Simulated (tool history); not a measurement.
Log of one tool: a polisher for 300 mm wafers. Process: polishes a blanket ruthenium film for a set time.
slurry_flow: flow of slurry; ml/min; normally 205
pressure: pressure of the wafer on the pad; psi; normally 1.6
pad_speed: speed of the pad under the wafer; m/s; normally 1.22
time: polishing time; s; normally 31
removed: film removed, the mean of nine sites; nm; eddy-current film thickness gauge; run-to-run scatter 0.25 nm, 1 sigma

run	day	slurry_flow	pressure	pad_speed	time	incoming thickness of the incoming film, nm	removed
1	0.000	205	1.3	1.22	31	390.9	23.6
2	2.196	205	1.8	1.22	34	387.6	35.6
3	6.596	205	1.8	1.22	34	390.0	35.3
4	8.525	205	1.6	1.22	22	395.8	20.0
# day 9.879: worn pad replaced by a new one
5	11.462	205	1.6	1.22	22	391.1	21.3
# day 14.108: slurry nozzle cleaned
6	15.496	205	1.6	1.22	22	389.5	20.7
# day 17.646: head pressure recalibrated
7	19.096	205	1.6	1.52	31	391.9	35.4
8	22.338	205	1.6	1.52	31	383.8	35.1
9	24.750	205	1.6	1.52	31	381.9	35.0
10	26.792	205	1.6	0.94	31	390.3	24.0
11	29.417	205	1.6	0.94	31	382.9	23.7
12	31.333	205	1.6	1.22	31	396.9	29.2
13	33.388	205	1.6	1.22	31	388.2	29.3
# day 34.188: worn pad replaced by a new one
14	35.833	205	1.6	1.22	31	385.5	29.2
15	38.308	205	1.6	1.52	31	391.0	34.8
16	41.046	205	1.6	1.22	31	390.2	29.3
17	43.858	260	2.2	1.22	31	387.4	41.5
18	47.367	205	1.6	1.22	31	395.4	29.3
# day 49.133: head pressure recalibrated
19	49.358	205	1.6	1.22	25	393.8	23.7
# day 49.867: slurry nozzle cleaned
20	53.258	205	2.1	0.82	21	386.3	19.4
21	55.542	205	1.6	1.22	31	394.2	29.5
# day 58.650: worn pad replaced by a new one
22	58.671	205	1.0	1.60	31	384.6	23.0
23	62.500	205	1.4	1.22	20	389.4	16.9
24	65.762	205	1.3	1.62	24	385.1	23.3
25	70.108	205	1.6	1.22	31	389.1	29.2
26	73.438	205	1.6	1.22	21	387.7	19.8
27	75.375	205	2.0	1.10	22	385.8	23.7
# day 77.783: head pressure recalibrated
# day 78.546: slurry nozzle cleaned
28	79.062	205	1.6	1.08	22	388.7	18.7
29	81.392	205	1.6	1.22	28	383.6	26.1
30	85.383	205	1.6	1.22	27	389.2	25.2
31	88.133	205	1.6	1.22	31	392.1	28.5
# day 89.217: worn pad replaced by a new one
32	91.688	205	1.2	1.22	26	390.3	18.6
33	93.342	205	1.6	1.22	31	397.5	29.0

Predict the results of run 34:
34	95.850	160	1.3	1.00	23	387.6	?

{"run 34": {"removed": 15.2}}
On a tool with no hidden condition, and with the same random variation, this run would have come out at removed 15.3 nm.

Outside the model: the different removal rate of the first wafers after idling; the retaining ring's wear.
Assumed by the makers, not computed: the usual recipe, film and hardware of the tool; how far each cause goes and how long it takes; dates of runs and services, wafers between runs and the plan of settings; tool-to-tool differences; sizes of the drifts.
